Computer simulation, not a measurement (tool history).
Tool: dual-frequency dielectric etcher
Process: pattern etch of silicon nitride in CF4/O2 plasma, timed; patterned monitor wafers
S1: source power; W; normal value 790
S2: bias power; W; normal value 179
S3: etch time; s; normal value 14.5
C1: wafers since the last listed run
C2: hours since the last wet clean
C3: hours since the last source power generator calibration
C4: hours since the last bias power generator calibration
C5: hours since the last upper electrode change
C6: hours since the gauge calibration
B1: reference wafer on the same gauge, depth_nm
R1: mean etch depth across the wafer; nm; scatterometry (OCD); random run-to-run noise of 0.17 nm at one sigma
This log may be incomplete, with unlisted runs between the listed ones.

run,day,S1,S2,S3,C1,C2,C3,C4,C5,C6,B1,R1
1,0.000,790,179,12.5,0,134.6,2220.6,4242.9,3674.3,86.5,50.09,38.13
2,0.388,790,179,14.5,201,143.9,2229.9,4252.2,3683.6,95.8,50.09,44.01
3,0.875,790,179,14.5,253,155.6,2241.6,4263.9,3695.3,107.5,50.08,44.31
4,1.292,790,179,14.5,216,165.6,2251.6,4273.9,3705.3,117.5,50.10,44.19
5,2.812,790,148,14.5,791,202.1,2288.1,4310.4,3741.8,154.0,50.12,41.13
6,3.488,790,148,14.5,351,218.3,2304.3,4326.6,3758.0,170.2,50.11,41.09
7,4.162,690,179,14.5,351,234.5,2320.5,4342.8,3774.2,186.4,50.12,38.82
8,4.483,690,179,14.5,167,242.2,2328.2,4350.5,3781.9,194.1,50.09,38.98
9,5.229,790,179,14.5,388,260.1,2346.1,4368.4,3799.8,212.0,50.07,44.40
10,5.850,790,179,14.5,323,275.0,2361.0,4383.3,3814.7,226.9,50.10,45.03
# day 6.225: source power generator calibrated
11,6.396,790,179,14.5,197,288.1,4.1,4396.4,3827.8,240.0,50.11,44.88
12,7.133,790,147,14.5,384,305.8,21.8,4414.1,3845.5,257.7,50.14,41.13
# day 7.504: bias power generator calibrated
13,7.833,710,179,16.0,277,322.6,38.6,7.9,3862.3,274.5,50.06,44.09
14,8.454,730,179,14.5,323,337.5,53.5,22.8,3877.2,289.4,50.06,41.52
15,9.092,650,204,14.5,331,352.8,68.8,38.1,3892.5,304.7,50.13,38.78
# day 9.558: gauge calibrated
16,9.646,650,204,14.5,288,366.1,82.1,51.4,3905.8,2.1,50.10,38.98
# day 11.212: wet clean of the chamber
# day 11.738: upper electrode replaced
17,11.758,870,179,14.5,304,13.1,132.8,102.1,0.5,52.8,50.12,47.80
18,11.771,680,154,11.5,6,13.4,133.1,102.4,0.8,53.1,50.08,27.27
19,12.346,790,179,12.5,299,27.2,146.9,116.2,14.6,66.9,50.10,37.42
20,12.638,930,203,14.5,151,34.2,153.9,123.2,21.6,73.9,50.09,54.22
21,13.129,720,146,14.5,256,46.0,165.7,135.0,33.4,85.7,50.11,35.93
22,13.817,790,179,14.5,357,62.5,182.2,151.5,49.9,102.2,50.09,43.32
23,14.262,680,179,14.5,232,73.2,192.9,162.2,60.6,112.9,50.12,36.99
24,14.542,940,164,14.5,145,79.9,199.6,168.9,67.3,119.6,50.06,49.87
25,14.900,790,148,14.5,186,88.5,208.2,177.5,75.9,128.2,50.10,39.97
26,15.346,680,138,10.5,232,99.2,218.9,188.2,86.6,138.9,50.13,24.11

5 options for the next run, each taken on its own from the tool as it stands now. Forecast them:
A,15.362,790,219,14.5,8,99.6,219.3,188.6,87.0,139.3,?,?
B,15.362,930,179,11.5,8,99.6,219.3,188.6,87.0,139.3,?,?
C,15.362,640,179,10.5,8,99.6,219.3,188.6,87.0,139.3,?,?
D,15.362,790,157,14.5,8,99.6,219.3,188.6,87.0,139.3,?,?
E,15.362,940,163,14.5,8,99.6,219.3,188.6,87.0,139.3,?,?

run,B1,R1
A,50.09,47.74
B,50.09,41.02
C,50.09,25.24
D,50.09,41.25
E,50.09,50.21
Had the tool no hidden state, the same runs would have come out as:
run,R1
A,47.19
B,40.55
C,24.95
D,40.77
E,49.63

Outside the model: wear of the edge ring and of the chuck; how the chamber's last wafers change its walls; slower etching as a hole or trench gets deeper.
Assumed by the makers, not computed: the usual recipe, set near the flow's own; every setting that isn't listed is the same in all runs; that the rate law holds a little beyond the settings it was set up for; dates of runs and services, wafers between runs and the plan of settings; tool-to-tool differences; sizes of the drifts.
